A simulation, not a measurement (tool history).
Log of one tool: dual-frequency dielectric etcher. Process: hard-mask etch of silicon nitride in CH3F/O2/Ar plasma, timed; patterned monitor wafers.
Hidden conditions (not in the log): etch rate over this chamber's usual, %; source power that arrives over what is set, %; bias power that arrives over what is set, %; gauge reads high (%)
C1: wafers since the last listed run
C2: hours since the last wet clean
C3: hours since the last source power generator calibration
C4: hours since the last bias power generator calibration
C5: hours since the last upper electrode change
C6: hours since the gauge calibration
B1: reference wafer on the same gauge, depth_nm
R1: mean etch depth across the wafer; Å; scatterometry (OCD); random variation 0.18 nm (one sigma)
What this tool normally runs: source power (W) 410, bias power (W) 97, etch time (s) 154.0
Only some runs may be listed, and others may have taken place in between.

run 1 hour=0.0 | source_power_(W)=410 bias_power_(W)=97 etch_time_(s)=154.0 | C1=0 C2=505.6 C3=2552.8 C4=3037.6 C5=3173.5 C6=57.4 | B1=97.0 | R1=1243
run 2 hour=16.2 | source_power_(W)=410 bias_power_(W)=97 etch_time_(s)=154.0 | C1=152 C2=521.8 C3=2569.0 C4=3053.8 C5=3189.7 C6=73.6 | B1=96.9 | R1=1245
run 3 hour=28.0 | source_power_(W)=410 bias_power_(W)=97 etch_time_(s)=154.0 | C1=110 C2=533.6 C3=2580.8 C4=3065.6 C5=3201.5 C6=85.4 | B1=97.0 | R1=1247
run 4 hour=34.4 | source_power_(W)=410 bias_power_(W)=97 etch_time_(s)=154.0 | C1=60 C2=540.0 C3=2587.2 C4=3072.0 C5=3207.9 C6=91.8 | B1=97.0 | R1=1247
run 5 hour=49.5 | source_power_(W)=410 bias_power_(W)=97 etch_time_(s)=190.5 | C1=141 C2=555.1 C3=2602.3 C4=3087.1 C5=3223.0 C6=106.9 | B1=97.0 | R1=1543
run 6 hour=66.5 | source_power_(W)=410 bias_power_(W)=97 etch_time_(s)=190.5 | C1=159 C2=572.1 C3=2619.3 C4=3104.1 C5=3240.0 C6=123.9 | B1=96.9 | R1=1546
run 7 hour=80.8 | source_power_(W)=410 bias_power_(W)=97 etch_time_(s)=190.5 | C1=134 C2=586.4 C3=2633.6 C4=3118.4 C5=3254.3 C6=138.2 | B1=97.0 | R1=1541
run 8 hour=93.8 | source_power_(W)=410 bias_power_(W)=97 etch_time_(s)=154.0 | C1=122 C2=599.4 C3=2646.6 C4=3131.4 C5=3267.3 C6=151.2 | B1=97.0 | R1=1249
-- hour=114.5 bias power generator calibrated
-- hour=120.6 wet clean of the chamber
run 9 hour=121.1 | source_power_(W)=410 bias_power_(W)=97 etch_time_(s)=154.0 | C1=161 C2=0.5 C3=2673.9 C4=6.6 C5=3294.6 C6=178.5 | B1=97.0 | R1=1201
run 10 hour=121.4 | source_power_(W)=410 bias_power_(W)=97 etch_time_(s)=154.0 | C1=2 C2=0.8 C3=2674.2 C4=6.9 C5=3294.9 C6=178.8 | B1=97.0 | R1=1206
run 11 hour=128.4 | source_power_(W)=410 bias_power_(W)=97 etch_time_(s)=154.0 | C1=65 C2=7.8 C3=2681.2 C4=13.9 C5=3301.9 C6=185.8 | B1=97.0 | R1=1208
run 12 hour=143.4 | source_power_(W)=410 bias_power_(W)=82 etch_time_(s)=154.0 | C1=140 C2=22.8 C3=2696.2 C4=28.9 C5=3316.9 C6=200.8 | B1=97.0 | R1=1132
-- hour=145.2 gauge calibrated
run 13 hour=153.6 | source_power_(W)=410 bias_power_(W)=97 etch_time_(s)=154.0 | C1=95 C2=33.0 C3=2706.4 C4=39.1 C5=3327.1 C6=8.4 | B1=96.9 | R1=1204
run 14 hour=165.7 | source_power_(W)=480 bias_power_(W)=106 etch_time_(s)=168.0 | C1=113 C2=45.1 C3=2718.5 C4=51.2 C5=3339.2 C6=20.5 | B1=97.0 | R1=1437
run 15 hour=178.5 | source_power_(W)=510 bias_power_(W)=110 etch_time_(s)=110.0 | C1=120 C2=57.9 C3=2731.3 C4=64.0 C5=3352.0 C6=33.3 | B1=97.0 | R1=975
run 16 hour=195.3 | source_power_(W)=380 bias_power_(W)=111 etch_time_(s)=154.0 | C1=157 C2=74.7 C3=2748.1 C4=80.8 C5=3368.8 C6=50.1 | B1=97.0 | R1=1239
run 17 hour=206.9 | source_power_(W)=490 bias_power_(W)=75 etch_time_(s)=119.0 | C1=109 C2=86.3 C3=2759.7 C4=92.4 C5=3380.4 C6=61.7 | B1=97.0 | R1=902
run 18 hour=222.9 | source_power_(W)=470 bias_power_(W)=97 etch_time_(s)=154.0 | C1=150 C2=102.3 C3=2775.7 C4=108.4 C5=3396.4 C6=77.7 | B1=97.0 | R1=1264
-- hour=250.2 upper electrode replaced
-- hour=250.7 source power generator calibrated
run 19 hour=251.2 | source_power_(W)=340 bias_power_(W)=77 etch_time_(s)=184.0 | C1=36 C2=130.6 C3=0.5 C4=136.7 C5=1.0 C6=106.0 | B1=97.0 | R1=1247
run 20 hour=251.5 | source_power_(W)=460 bias_power_(W)=97 etch_time_(s)=154.0 | C1=2 C2=130.9 C3=0.8 C4=137.0 C5=1.3 C6=106.3 | B1=97.0 | R1=1260
run 21 hour=257.0 | source_power_(W)=410 bias_power_(W)=97 etch_time_(s)=154.0 | C1=51 C2=136.4 C3=6.3 C4=142.5 C5=6.8 C6=111.8 | B1=97.0 | R1=1214
run 22 hour=274.4 | source_power_(W)=490 bias_power_(W)=108 etch_time_(s)=198.5 | C1=163 C2=153.8 C3=23.7 C4=159.9 C5=24.2 C6=129.2 | B1=97.0 | R1=1731
run 23 hour=286.4 | source_power_(W)=330 bias_power_(W)=77 etch_time_(s)=139.5 | C1=112 C2=165.8 C3=35.7 C4=171.9 C5=36.2 C6=141.2 | B1=97.0 | R1=939
run 24 hour=299.4 | source_power_(W)=440 bias_power_(W)=97 etch_time_(s)=154.0 | C1=122 C2=178.8 C3=48.7 C4=184.9 C5=49.2 C6=154.2 | B1=97.0 | R1=1247
run 25 hour=313.8 | source_power_(W)=410 bias_power_(W)=97 etch_time_(s)=154.0 | C1=135 C2=193.2 C3=63.1 C4=199.3 C5=63.6 C6=168.6 | B1=97.0 | R1=1217

Alternative continuations, all from the tool just after run 25; predict every row:
run A hour=314.3 | source_power_(W)=410 bias_power_(W)=105 etch_time_(s)=154.0 | C1=4 C2=193.7 C3=63.6 C4=199.8 C5=64.1 C6=169.1 | B1=? | R1=?
run B hour=314.3 | source_power_(W)=480 bias_power_(W)=111 etch_time_(s)=135.0 | C1=4 C2=193.7 C3=63.6 C4=199.8 C5=64.1 C6=169.1 | B1=? | R1=?
run C hour=314.3 | source_power_(W)=410 bias_power_(W)=97 etch_time_(s)=193.5 | C1=4 C2=193.7 C3=63.6 C4=199.8 C5=64.1 C6=169.1 | B1=? | R1=?
run D hour=314.3 | source_power_(W)=460 bias_power_(W)=78 etch_time_(s)=118.0 | C1=4 C2=193.7 C3=63.6 C4=199.8 C5=64.1 C6=169.1 | B1=? | R1=?

run=A B1=97.0 R1=1257
run=B B1=97.0 R1=1187
run=C B1=97.0 R1=1532
run=D B1=97.0 R1=895
Had the tool no hidden state, the same runs would have come out as:
run=A R1=1243
run=B R1=1174
run=C R1=1515
run=D R1=885
